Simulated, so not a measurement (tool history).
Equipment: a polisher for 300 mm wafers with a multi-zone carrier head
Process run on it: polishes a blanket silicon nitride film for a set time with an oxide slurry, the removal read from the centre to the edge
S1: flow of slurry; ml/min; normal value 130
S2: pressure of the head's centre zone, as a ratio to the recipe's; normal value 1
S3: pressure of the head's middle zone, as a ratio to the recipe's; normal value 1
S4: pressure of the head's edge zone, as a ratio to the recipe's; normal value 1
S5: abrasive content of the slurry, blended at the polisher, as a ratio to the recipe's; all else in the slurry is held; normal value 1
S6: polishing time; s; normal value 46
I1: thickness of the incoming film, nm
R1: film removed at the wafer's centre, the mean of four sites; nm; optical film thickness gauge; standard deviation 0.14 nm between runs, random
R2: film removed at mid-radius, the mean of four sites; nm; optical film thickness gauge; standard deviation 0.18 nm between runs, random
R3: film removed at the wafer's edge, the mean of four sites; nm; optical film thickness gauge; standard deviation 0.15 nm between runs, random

run	hour	S1	S2	S3	S4	S5	S6	I1	R1	R2	R3
1	0	175	1.11	1	1.08	1	46	501.5	23.6	21.8	22
2	7.2	90	1	1	1	1	37	498.4	14.9	15.5	15.4
3	21	130	1	1	1	1	46	504.1	20.4	20.9	20.3
4	39	130	1	1.1	1	1	46	494.5	20.3	22.3	20.5
5	52.6	170	1	0.9	0.93	1	46	498.8	21.5	20	20.5
6	62.2	165	1	1.04	1	0.7	46	500.1	17.5	18.2	17.1
7	72.6	130	0.95	1	1	0.85	46	498	18.3	18.7	18.8
8	90.6	130	1	1.1	1	1	46	499.6	20.6	22.8	20.2
9	98.3	130	1	1	1	1.25	46	493.9	22.7	23	22.4
10	105.2	130	1	1	1	1	46	496.1	20.6	20.7	20.4
11	122.4	130	1	1	1	1	46	499.2	20.5	20.6	20.4
12	137.8	130	1	1	1	1	46	493.1	20.4	20.7	20.4
13	144.1	130	1	1	1	1	46	509.4	20.6	20.9	20.1
14	153.3	130	1	0.94	1.06	1	59	492.9	26.5	25.5	26.9
15	163.3	130	1	1	1.08	1	46	504	20.6	20.7	21.1
16	178.8	130	1.04	1	0.89	0.9	35	502.3	15.2	14.9	13.8
17	184.9	155	1	0.92	1	0.75	34	506.3	13.3	12.8	13.2
18	191.3	130	1	1	0.91	1	46	494.5	20.4	20.7	19.4
19	203	95	1	1	1.11	1	46	501.7	19	19.4	20.4
20	210.4	130	1	1	1	1	46	503.7	20.6	21	20.5
21	226.9	130	1	1	1.09	0.85	46	499.5	18.5	19	19.7

Removed from this log: 3 entries logged between the listed runs. Between which two listed runs does each belong, and how does the tool's hidden state at the listed run before it compare with that at the listed run after it?
Run 4 -> run 5: centre zone pressure recalibrated (hour 49.9)
  both runs share identical hidden conditions
Run 8 -> run 9: worn pad replaced by a new one (hour 97)
  both runs share identical hidden conditions
Run 17 -> run 18: worn pad replaced by a new one (hour 190.8)
  both runs share identical hidden conditions
